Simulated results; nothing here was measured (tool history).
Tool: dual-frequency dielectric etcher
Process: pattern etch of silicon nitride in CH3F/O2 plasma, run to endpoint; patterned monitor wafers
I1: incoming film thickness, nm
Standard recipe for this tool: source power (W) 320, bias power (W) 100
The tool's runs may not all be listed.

Run 1, hour 0: usual settings; I1 74.9. Result: endpoint time (s) 88.2.
Run 2, hour 7.4: usual settings; I1 76.1. Result: endpoint time (s) 89.6.
Run 3, hour 18.3: usual settings; I1 74.9. Result: endpoint time (s) 89.3.
Run 4, hour 27.4: usual settings but source power (W) 360; I1 75.5. Result: endpoint time (s) 86.6.
Run 5, hour 45: usual settings but source power (W) 360; I1 76.3. Result: endpoint time (s) 85.7.
Run 6, hour 58.2: usual settings but source power (W) 360; I1 75.5. Result: endpoint time (s) 85.3.
Run 7, hour 70.6: usual settings but source power (W) 340; I1 75.4. Result: endpoint time (s) 87.1.
At hour 101.4: wet clean of the chamber.
At hour 106.2: upper electrode replaced.
Run 8, hour 106.7: usual settings but source power (W) 340; I1 75. Result: endpoint time (s) 86.2.
Run 9, hour 107.1: usual settings but source power (W) 340; I1 75.5. Result: endpoint time (s) 86.6.
Run 10, hour 131.9: usual settings but source power (W) 350; I1 75.4. Result: endpoint time (s) 86.1.
At hour 140.2: source power generator calibrated.
Run 11, hour 146.6: usual settings but source power (W) 350; I1 76.3. Result: endpoint time (s) 86.6.
Run 12, hour 156.8: usual settings; I1 75.8. Result: endpoint time (s) 89.
Run 13, hour 164.4: usual settings but source power (W) 240; I1 76. Result: endpoint time (s) 99.2.
Run 14, hour 170.8: usual settings but source power (W) 250, bias power (W) 76; I1 75.3. Result: endpoint time (s) 113.6.
Run 15, hour 182.3: usual settings; I1 75.8. Result: endpoint time (s) 88.5.
Run 16, hour 198: usual settings but source power (W) 270, bias power (W) 79; I1 76. Result: endpoint time (s) 108.8.
At hour 216.5: bias power generator calibrated.
Run 17, hour 217: usual settings but source power (W) 360, bias power (W) 81; I1 75.8. Result: endpoint time (s) 95.2.
Run 18, hour 227.4: usual settings but source power (W) 360; I1 75.1. Result: endpoint time (s) 84.8.
Run 19, hour 244.5: usual settings but source power (W) 380; I1 75.6. Result: endpoint time (s) 84.2.
Run 20, hour 258: usual settings but source power (W) 380; I1 75.6. Result: endpoint time (s) 83.
Run 21, hour 268.7: usual settings but source power (W) 360, bias power (W) 112; I1 75.5. Result: endpoint time (s) 79.9.
Run 22, hour 279.2: usual settings but source power (W) 350, bias power (W) 91; I1 75.3. Result: endpoint time (s) 91.
Run 23, hour 288.5: usual settings; I1 75.5. Result: endpoint time (s) 89.8.

Run-by-run hidden state of the tool:
etch rate over this chamber's usual, %: 0 in every run
source power that arrives over what is set, %: 0 in every run
bias power that arrives over what is set, %: 0 in every run
